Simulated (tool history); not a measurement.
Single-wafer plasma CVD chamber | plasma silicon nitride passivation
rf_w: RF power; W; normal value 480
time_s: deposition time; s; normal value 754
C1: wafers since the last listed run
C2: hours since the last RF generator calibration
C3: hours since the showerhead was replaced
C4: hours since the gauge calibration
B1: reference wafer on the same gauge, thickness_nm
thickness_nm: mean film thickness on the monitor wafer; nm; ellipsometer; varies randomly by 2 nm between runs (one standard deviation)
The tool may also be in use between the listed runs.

Run 1, day 0.000: usual settings; C1 0; C2 1906.6; C3 5392.3; C4 113.5; B1 1319.556. Result: thickness_nm 1208.039 nm.
Run 2, day 1.879: usual settings; C1 102; C2 1951.7; C3 5437.4; C4 158.6; B1 1319.443. Result: thickness_nm 1208.211 nm.
Run 3, day 3.208: usual settings; C1 72; C2 1983.6; C3 5469.3; C4 190.5; B1 1319.937. Result: thickness_nm 1205.709 nm.
Run 4, day 6.150: usual settings; C1 160; C2 2054.2; C3 5539.9; C4 261.1; B1 1320.215. Result: thickness_nm 1205.006 nm.
Run 5, day 8.675: usual settings; C1 137; C2 2114.8; C3 5600.5; C4 321.7; B1 1320.332. Result: thickness_nm 1203.948 nm.
Run 6, day 9.817: usual settings; C1 62; C2 2142.2; C3 5627.9; C4 349.1; B1 1320.352. Result: thickness_nm 1206.585 nm.
Run 7, day 11.758: usual settings; C1 105; C2 2188.8; C3 5674.5; C4 395.7; B1 1319.516. Result: thickness_nm 1208.238 nm.
Run 8, day 13.712: usual settings; C1 106; C2 2235.7; C3 5721.4; C4 442.6; B1 1320.533. Result: thickness_nm 1208.593 nm.
Run 9, day 15.212: usual settings; C1 81; C2 2271.7; C3 5757.4; C4 478.6; B1 1319.315. Result: thickness_nm 1205.780 nm.
At day 16.071: RF generator calibrated.
At day 17.871: showerhead replaced.
Run 10, day 17.892: usual settings but rf_w 565 W; C1 109; C2 43.7; C3 0.5; C4 542.9; B1 1320.110. Result: thickness_nm 1289.338 nm.
Run 11, day 18.888: usual settings; C1 54; C2 67.6; C3 24.4; C4 566.8; B1 1319.140. Result: thickness_nm 1235.777 nm.
Run 12, day 21.400: usual settings; C1 137; C2 127.9; C3 84.7; C4 627.1; B1 1320.070. Result: thickness_nm 1227.139 nm.
Run 13, day 24.012: usual settings but rf_w 390 W, time_s 703 s; C1 142; C2 190.6; C3 147.4; C4 689.8; B1 1319.606. Result: thickness_nm 1085.749 nm.
At day 24.788: gauge calibrated.
Run 14, day 30.592: usual settings but rf_w 440 W, time_s 829 s; C1 358; C2 348.5; C3 305.3; C4 139.3; B1 1320.006. Result: thickness_nm 1316.333 nm.
Run 15, day 31.825: usual settings but rf_w 555 W, time_s 702 s; C1 67; C2 378.1; C3 334.9; C4 168.9; B1 1319.200. Result: thickness_nm 1184.033 nm.
Run 16, day 34.783: usual settings but time_s 843 s; C1 161; C2 449.1; C3 405.9; C4 239.9; B1 1319.475. Result: thickness_nm 1363.862 nm.
Run 17, day 37.021: usual settings but time_s 623 s; C1 122; C2 502.8; C3 459.6; C4 293.6; B1 1319.666. Result: thickness_nm 1009.860 nm.
Run 18, day 38.646: usual settings but rf_w 435 W; C1 88; C2 541.8; C3 498.6; C4 332.6; B1 1319.711. Result: thickness_nm 1193.594 nm.

What if the next run were any one of these 5? Each begins from the tool's condition after run 18:
Run A, day 38.671: usual settings; C1 1; C2 542.4; C3 499.2; C4 333.2; B1 ?. Result: thickness_nm ?.
Run B, day 38.671: usual settings but time_s 859 s; C1 1; C2 542.4; C3 499.2; C4 333.2; B1 ?. Result: thickness_nm ?.
Run C, day 38.671: usual settings but rf_w 540 W, time_s 803 s; C1 1; C2 542.4; C3 499.2; C4 333.2; B1 ?. Result: thickness_nm ?.
Run D, day 38.671: usual settings but rf_w 520 W, time_s 610 s; C1 1; C2 542.4; C3 499.2; C4 333.2; B1 ?. Result: thickness_nm ?.
Run E, day 38.671: usual settings but rf_w 555 W, time_s 847 s; C1 1; C2 542.4; C3 499.2; C4 333.2; B1 ?. Result: thickness_nm ?.

run        B1  thickness_nm
  A  1321.003      1218.159
  B  1321.003      1387.796
  C  1321.003      1337.279
  D  1321.003      1005.985
  E  1321.003      1420.644
The same runs, with their run-to-run variation unchanged, on a tool lacking any hidden condition would have given:
run  thickness_nm
  A      1231.698
  B      1403.221
  C      1352.142
  D      1017.166
  E      1436.434
